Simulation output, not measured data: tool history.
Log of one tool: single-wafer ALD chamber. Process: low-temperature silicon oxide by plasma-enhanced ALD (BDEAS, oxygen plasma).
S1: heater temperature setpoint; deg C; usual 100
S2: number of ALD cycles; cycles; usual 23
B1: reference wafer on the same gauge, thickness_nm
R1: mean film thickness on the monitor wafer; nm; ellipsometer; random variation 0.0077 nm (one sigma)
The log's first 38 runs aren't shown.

{"run": 39, "day": 42.929, "S1": 100, "S2": 27, "B1": 2.916, "R1": 3.588}
{"run": 40, "day": 45.762, "S1": 100, "S2": 23, "B1": 2.911, "R1": 3.046}
{"run": 41, "day": 47.192, "S1": 92, "S2": 23, "B1": 2.907, "R1": 3.141}
{"run": 42, "day": 48.233, "S1": 111, "S2": 19, "B1": 2.906, "R1": 2.468}
{"run": 43, "day": 49.271, "S1": 105, "S2": 20, "B1": 2.904, "R1": 2.619}
{"run": 44, "day": 50.108, "S1": 96, "S2": 19, "B1": 2.903, "R1": 2.549}
{"run": 45, "day": 51.121, "S1": 91, "S2": 20, "B1": 2.899, "R1": 2.731}
{"run": 46, "day": 51.925, "S1": 95, "S2": 25, "B1": 2.899, "R1": 3.349}

Forecast each of these 5 alternatives for the next run:
{"run": "A", "day": 51.942, "S1": 100, "S2": 23, "B1": "?", "R1": "?"}
{"run": "B", "day": 51.942, "S1": 100, "S2": 26, "B1": "?", "R1": "?"}
{"run": "C", "day": 51.942, "S1": 109, "S2": 23, "B1": "?", "R1": "?"}
{"run": "D", "day": 51.942, "S1": 111, "S2": 26, "B1": "?", "R1": "?"}
{"run": "E", "day": 51.942, "S1": 107, "S2": 24, "B1": "?", "R1": "?"}

run=A B1=2.902 R1=3.032
run=B B1=2.902 R1=3.427
run=C B1=2.902 R1=2.982
run=D B1=2.902 R1=3.358
run=E B1=2.902 R1=3.123
Without the tool's hidden state the same runs would have given:
run=A R1=3.064
run=B R1=3.464
run=C R1=3.014
run=D R1=3.394
run=E R1=3.156
